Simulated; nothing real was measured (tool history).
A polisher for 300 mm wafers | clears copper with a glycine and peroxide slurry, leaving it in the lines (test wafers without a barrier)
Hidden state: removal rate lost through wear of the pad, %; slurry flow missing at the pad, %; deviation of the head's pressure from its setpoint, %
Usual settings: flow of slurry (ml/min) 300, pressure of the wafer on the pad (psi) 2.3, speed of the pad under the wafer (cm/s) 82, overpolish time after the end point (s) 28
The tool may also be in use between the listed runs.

run,hour,flow of slurry (ml/min),pressure of the wafer on the pad (psi),speed of the pad under the wafer (cm/s),overpolish time after the end point (s),wafers since the last listed run,wafers polished on this pad,hours since the slurry nozzle was cleaned,hours since the head pressure was calibrated,"incoming thickness of the incoming film, nm",time until the end point was called (s),dishing of a wide line in a test structure (nm)
1,0.0,300,2.3,82,28,0,458,548.9,345.5,411.9,106.3,35.1
# hour 10.0: head pressure recalibrated
2,78.2,300,2.3,82,28,416,874,627.1,68.2,396.7,106.4,33.8
3,117.1,300,2.3,82,28,212,1087,666.0,107.1,400.0,108.1,34.6
4,198.8,300,2.3,82,28,446,1533,747.7,188.8,403.0,113.9,34.1
# hour 232.3: worn pad replaced by a new one
5,272.6,300,2.3,82,28,381,220,821.5,262.6,412.5,104.0,34.6
# hour 281.0: slurry nozzle cleaned
6,369.4,300,2.3,70,28,523,743,88.4,359.4,411.1,121.5,33.9
# hour 373.4: head pressure recalibrated
7,417.6,300,2.3,70,28,252,996,136.6,44.2,401.8,122.4,32.5
# hour 481.7: worn pad replaced by a new one
8,516.1,300,2.3,70,28,516,188,235.1,142.7,405.5,120.5,35.7
9,563.5,300,2.3,82,28,258,447,282.5,190.1,404.8,106.7,33.1
10,609.4,365,1.6,92,17,250,697,328.4,236.0,401.4,125.8,26.6
# hour 663.3: head pressure recalibrated
11,706.6,255,2.3,82,41,520,1217,425.6,43.3,408.5,118.8,37.9
12,789.9,270,2.9,94,45,455,1672,508.9,126.6,407.3,91.7,37.1
# hour 805.4: worn pad replaced by a new one
# hour 962.0: slurry nozzle cleaned
# hour 998.4: head pressure recalibrated
13,1033.9,300,2.3,82,28,1294,1231,71.9,35.5,404.7,111.6,35.3
# hour 1070.6: worn pad replaced by a new one
14,1101.6,300,1.7,82,28,347,169,139.6,103.2,409.4,126.4,33.9
15,1171.3,300,1.6,82,19,380,550,209.3,172.9,409.7,139.8,28.4
16,1267.3,200,2.3,70,28,524,1074,305.3,268.9,404.8,132.7,34.1
17,1344.1,385,1.6,96,36,419,1493,382.1,345.7,410.5,132.6,36.0
# hour 1360.6: worn pad replaced by a new one
# hour 1368.1: head pressure recalibrated
18,1434.8,300,2.3,82,28,462,394,472.8,66.7,409.4,106.4,34.8

3 ways to go on from here, each from the tool as it stands after run 18. What would each give?
A,1435.3,365,2.3,82,28,2,397,473.3,67.2,402.7,?,?
B,1435.3,265,2.3,106,28,2,397,473.3,67.2,402.7,?,?
C,1435.3,300,2.3,82,44,2,397,473.3,67.2,402.7,?,?

run,time until the end point was called (s),dishing of a wide line in a test structure (nm)
A,102.3,33.7
B,86.2,33.6
C,104.1,36.2
Without the tool's hidden state the same runs would have given:
run,time until the end point was called (s),dishing of a wide line in a test structure (nm)
A,98.4,34.0
B,83.0,33.8
C,100.1,36.3
